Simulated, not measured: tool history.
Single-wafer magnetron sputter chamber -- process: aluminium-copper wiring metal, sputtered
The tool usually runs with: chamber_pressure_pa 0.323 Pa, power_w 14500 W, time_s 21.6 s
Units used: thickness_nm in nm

| run | hour | chamber_pressure_pa | power_w | time_s | read-back reference wafer on the same gauge, thickness_nm | thickness_nm |
|---|---|---|---|---|---|---|
| 1 | 0 | 0.323 | 14500 | 21.6 | 619.858 | 525.265 |
| 2 | 157.5 | 0.323 | 14500 | 21.6 | 619.42 | 507.82 |
| 3 | 203.8 | 0.323 | 14500 | 21.6 | 620.175 | 511.825 |
|  | 229.9 | sputter target and shields replaced |
| 4 | 250 | 0.323 | 14500 | 21.6 | 620.931 | 530.531 |
| 5 | 543.4 | 0.323 | 14500 | 21.6 | 620.182 | 510.738 |
|  | 609.8 | gauge calibrated |
|  | 620.9 | sputter target and shields replaced |
| 6 | 621.4 | 0.323 | 13100 | 21.6 | 619.811 | 483.857 |
| 7 | 658.6 | 0.323 | 13100 | 21.6 | 619.723 | 479.238 |
| 8 | 704.5 | 0.323 | 14500 | 21.6 | 619.941 | 531.613 |
| 9 | 810.1 | 0.323 | 14500 | 21.6 | 620.219 | 519.321 |
| 10 | 888 | 0.323 | 14500 | 21.6 | 620.629 | 508.663 |
| 11 | 931.4 | 0.323 | 14500 | 21.6 | 620.507 | 505.014 |
|  | 975.3 | capacitance manometer re-zeroed and calibrated |
|  | 980.6 | sputter target and shields replaced |
| 12 | 982.8 | 0.323 | 12800 | 21.6 | 619.989 | 479.993 |
| 13 | 1049.1 | 0.272 | 15600 | 20.2 | 620.902 | 556.943 |
| 14 | 1111.9 | 0.323 | 14500 | 21.6 | 619.106 | 529.565 |
| 15 | 1192.4 | 0.235 | 14500 | 21.6 | 620 | 552.509 |
| 16 | 1247.4 | 0.362 | 13450 | 22.8 | 619.742 | 489.708 |
|  | 1352.4 | magnet pack replaced |
|  | 1388.9 | sputter target and shields replaced |
| 17 | 1471.4 | 0.323 | 13250 | 19.9 | 620.25 | 448.03 |
| 18 | 1524.7 | 0.323 | 14500 | 24.6 | 619.247 | 599.868 |
| 19 | 1567 | 0.323 | 14500 | 21.6 | 620.371 | 521.937 |
| 20 | 1630.8 | 0.398 | 16850 | 18.9 | 619.787 | 500.181 |
|  | 1635.5 | gauge calibrated |
| 21 | 1734 | 0.422 | 14500 | 19.6 | 619.982 | 432.043 |

Here are 4 independent what-if runs from the current tool condition. What would each one return?
| A | 1734.4 | 0.323 | 14500 | 21.6 | ? | ? |
| B | 1734.4 | 0.441 | 15900 | 18.3 | ? | ? |
| C | 1734.4 | 0.323 | 11600 | 21.6 | ? | ? |
| D | 1734.4 | 0.432 | 11000 | 18.9 | ? | ? |

| run | read-back reference wafer on the same gauge, thickness_nm | thickness_nm |
|---|---|---|
| A | 619.857 | 513.685 |
| B | 619.857 | 441.664 |
| C | 619.857 | 412.449 |
| D | 619.857 | 319.271 |
Had the tool no hidden state, the same runs would have come out as:
| run | thickness_nm |
|---|---|
| A | 541.412 |
| B | 465.503 |
| C | 434.712 |
| D | 336.504 |
